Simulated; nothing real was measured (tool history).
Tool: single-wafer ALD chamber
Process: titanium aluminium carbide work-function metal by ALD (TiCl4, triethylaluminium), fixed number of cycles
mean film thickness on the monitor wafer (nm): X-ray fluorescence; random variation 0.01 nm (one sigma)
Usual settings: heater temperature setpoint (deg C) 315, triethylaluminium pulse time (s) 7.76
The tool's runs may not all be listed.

run    hour  heater temperature setpoint (deg C)  triethylaluminium pulse time (s)  read-back reference wafer on the same gauge, thickness_nm  mean film thickness on the monitor wafer (nm)
  1     0.0                                  315                              7.76                                                      2.150                                          1.687
  2    46.5                                  315                              7.76                                                      2.150                                          1.660
       96.5  -- triethylaluminium bottle replaced
  3   102.6                                  315                              7.76                                                      2.149                                          1.832
  4   159.7                                  315                              7.76                                                      2.149                                          1.812
  5   198.1                                  321                              7.76                                                      2.149                                          1.840
  6   241.7                                  321                              7.76                                                      2.151                                          1.860
  7   346.5                                  304                              7.76                                                      2.150                                          1.743
  8   420.8                                  304                              7.76                                                      2.150                                          1.716
      436.7  -- thermocouple changed; heater temperature recalibrated
  9   478.6                                  304                              7.76                                                      2.152                                          1.738
 10   554.4                                  315                              7.76                                                      2.151                                          1.787
 11   623.1                                  323                              7.76                                                      2.151                                          1.841
 12   660.4                                  323                              7.76                                                      2.151                                          1.844
 13   734.2                                  311                              7.76                                                      2.150                                          1.752
 14   809.5                                  311                              5.63                                                      2.148                                          1.623
 15   897.5                                  315                              7.76                                                      2.149                                          1.762
     1009.4  -- showerhead replaced
 16  1056.3                                  320                              9.24                                                      2.151                                          1.853
 17  1095.7                                  315                              9.00                                                      2.151                                          1.781
 18  1151.8                                  315                              5.22                                                      2.148                                          1.585
 19  1200.6                                  301                              5.03                                                      2.150                                          1.480
     1233.4  -- gauge calibrated
 20  1242.1                                  315                             10.22                                                      2.151                                          1.846
 21  1346.7                                  324                              9.71                                                      2.150                                          1.855
 22  1411.5                                  315                              5.22                                                      2.151                                          1.558
 23  1474.9                                  328                              4.81                                                      2.149                                          1.589
     1516.4  -- triethylaluminium bottle replaced
 24  1527.7                                  322                              8.91                                                      2.150                                          1.871
 25  1618.4                                  328                              6.33                                                      2.149                                          1.816
     1652.6  -- thermocouple changed; heater temperature recalibrated
 26  1667.8                                  315                              6.11                                                      2.151                                          1.724
 27  1712.0                                  308                              6.67                                                      2.148                                          1.722
 28  1794.4                                  320                              5.05                                                      2.149                                          1.673
 29  1850.2                                  323                              7.76                                                      2.150                                          1.837
 30  1915.3                                  325                              5.53                                                      2.150                                          1.729
 31  2004.9                                  328                              4.81                                                      2.148                                          1.660
 32  2043.4                                  308                              5.41                                                      2.149                                          1.601
 33  2148.7                                  315                              8.75                                                      2.150                                          1.801

Measured less the same run without the tool's hidden state. The same run-to-run variation is in both; the gauge's scatter may not be:
The hidden state here: wafer temperature above the value expected at the setpoint (K); triethylaluminium dose above that of a fresh bottle (%); gauge reads high (%).
run  mean film thickness on the monitor wafer (nm)
  1                                         -0.144
  2                                         -0.148
  3                                         -0.001
  4                                         -0.004
  5                                         -0.007
  6                                         -0.010
  7                                         -0.016
  8                                         -0.021
  9                                         -0.025
 10                                         -0.031
 11                                         -0.038
 12                                         -0.040
 13                                         -0.045
 14                                         -0.066
 15                                         -0.058
 16                                         -0.060
 17                                         -0.064
 18                                         -0.112
 19                                         -0.114
 20                                         -0.065
 21                                         -0.080
 22                                         -0.146
 23                                         -0.169
 24                                         -0.014
 25                                         -0.029
 26                                         -0.033
 27                                         -0.034
 28                                         -0.052
 29                                         -0.041
 30                                         -0.063
 31                                         -0.078
 32                                         -0.073
 33                                         -0.056

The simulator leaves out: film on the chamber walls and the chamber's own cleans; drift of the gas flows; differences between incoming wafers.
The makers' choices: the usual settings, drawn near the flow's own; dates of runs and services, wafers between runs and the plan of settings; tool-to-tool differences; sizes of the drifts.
